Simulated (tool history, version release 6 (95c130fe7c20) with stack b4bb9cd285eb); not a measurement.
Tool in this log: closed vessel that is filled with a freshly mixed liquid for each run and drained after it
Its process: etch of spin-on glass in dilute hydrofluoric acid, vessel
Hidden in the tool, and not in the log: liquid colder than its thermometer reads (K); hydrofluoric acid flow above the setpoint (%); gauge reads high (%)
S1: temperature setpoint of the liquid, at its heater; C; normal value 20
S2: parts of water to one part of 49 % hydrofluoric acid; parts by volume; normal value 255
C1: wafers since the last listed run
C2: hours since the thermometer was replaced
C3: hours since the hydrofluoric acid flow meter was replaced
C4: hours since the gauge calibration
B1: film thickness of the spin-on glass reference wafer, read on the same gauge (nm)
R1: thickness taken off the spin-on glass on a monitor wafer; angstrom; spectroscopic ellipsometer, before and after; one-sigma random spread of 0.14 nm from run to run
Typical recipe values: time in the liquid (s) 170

Run 1, hour 0: usual settings but S1 22.5 C; C1 0; C2 1007; C3 2014.5; C4 621.2; B1 71.74. Result: R1 216.6 angstrom.
Run 2, hour 55.6: usual settings but S1 18 C; C1 7172; C2 1062.6; C3 2070.1; C4 676.8; B1 72.05. Result: R1 182.7 angstrom.
At hour 61.7: gauge calibrated.
Run 3, hour 114.8: usual settings but S1 18 C; C1 7636; C2 1121.8; C3 2129.3; C4 53.1; B1 69.82. Result: R1 177.9 angstrom.
Run 4, hour 140.3: usual settings; C1 3289; C2 1147.3; C3 2154.8; C4 78.6; B1 69.81. Result: R1 190.9 angstrom.
Run 5, hour 181.4: usual settings; C1 5302; C2 1188.4; C3 2195.9; C4 119.7; B1 69.89. Result: R1 191.8 angstrom.
Run 6, hour 240.9: usual settings; C1 7675; C2 1247.9; C3 2255.4; C4 179.2; B1 69.95. Result: R1 189.7 angstrom.
Run 7, hour 282.1: usual settings; C1 5314; C2 1289.1; C3 2296.6; C4 220.4; B1 70.01. Result: R1 191.9 angstrom.
Run 8, hour 336.6: usual settings but S1 17 C, S2 215 parts by volume; C1 7030; C2 1343.6; C3 2351.1; C4 274.9; B1 70.15. Result: R1 210.5 angstrom.
Run 9, hour 364.5: usual settings but S1 17 C, S2 215 parts by volume; C1 3599; C2 1371.5; C3 2379; C4 302.8; B1 70.24. Result: R1 212.6 angstrom.
Run 10, hour 413.6: usual settings but S1 17 C, S2 215 parts by volume; C1 6334; C2 1420.6; C3 2428.1; C4 351.9; B1 70.37. Result: R1 213.9 angstrom.
Run 11, hour 441.5: usual settings but S2 190 parts by volume, time in the liquid (s) 200; C1 3599; C2 1448.5; C3 2456; C4 379.8; B1 70.48. Result: R1 325.6 angstrom.
Run 12, hour 472.1: usual settings; C1 3947; C2 1479.1; C3 2486.6; C4 410.4; B1 70.57. Result: R1 192.5 angstrom.
At hour 490.8: hydrofluoric acid flow meter replaced.
Run 13, hour 541.9: usual settings but S1 23 C, S2 195 parts by volume; C1 8875; C2 1548.9; C3 51.1; C4 480.2; B1 70.87. Result: R1 300.5 angstrom.
Run 14, hour 601.6: usual settings but S1 22.5 C, S2 315 parts by volume; C1 7701; C2 1608.6; C3 110.8; C4 539.9; B1 71.13. Result: R1 162.5 angstrom.
At hour 605.7: thermometer replaced.
At hour 615.7: gauge calibrated.
Run 15, hour 662.6: usual settings but S2 170 parts by volume, time in the liquid (s) 130; C1 7740; C2 56.9; C3 171.8; C4 46.9; B1 70.27. Result: R1 240.9 angstrom.
Run 16, hour 711.2: usual settings but S1 24 C, S2 155 parts by volume, time in the liquid (s) 85; C1 6269; C2 105.5; C3 220.4; C4 95.5; B1 70.26. Result: R1 204.1 angstrom.
Run 17, hour 757.8: usual settings; C1 6011; C2 152.1; C3 267; C4 142.1; B1 70.33. Result: R1 192.9 angstrom.
Run 18, hour 820.9: usual settings but S1 18.5 C, S2 290 parts by volume; C1 8140; C2 215.2; C3 330.1; C4 205.2; B1 70.42. Result: R1 158.6 angstrom.
Run 19, hour 882.4: usual settings; C1 7933; C2 276.7; C3 391.6; C4 266.7; B1 70.56. Result: R1 193.5 angstrom.
Run 20, hour 911.5: usual settings but S1 22 C, time in the liquid (s) 110; C1 3753; C2 305.8; C3 420.7; C4 295.8; B1 70.65. Result: R1 135.7 angstrom.
Run 21, hour 980.6: usual settings but S2 170 parts by volume; C1 8914; C2 374.9; C3 489.8; C4 364.9; B1 70.86. Result: R1 320.1 angstrom.
Run 22, hour 1050: usual settings but S1 24 C, S2 180 parts by volume; C1 8952; C2 444.3; C3 559.2; C4 434.3; B1 71.14. Result: R1 347.6 angstrom.
Run 23, hour 1157.9: usual settings but S1 17 C, S2 185 parts by volume; C1 13919; C2 552.2; C3 667.1; C4 542.2; B1 71.6. Result: R1 259.2 angstrom.

State the hidden condition of the tool at each of the runs:
liquid colder than its thermometer reads (K): 0 in every run
hydrofluoric acid flow above the setpoint (%): 0 in every run
H1: gauge reads high (%)
run       H1
  1      2.5
  2     2.97
  3   -0.254
  4   -0.233
  5    -0.18
  6  -0.0645
  7   0.0423
  8    0.217
  9    0.322
 10     0.53
 11    0.663
 12    0.819
 13     1.22
 14     1.62
 15     0.36
 16    0.405
 17    0.477
 18    0.619
 19    0.807
 20    0.913
 21     1.21
 22     1.57
 23     2.25
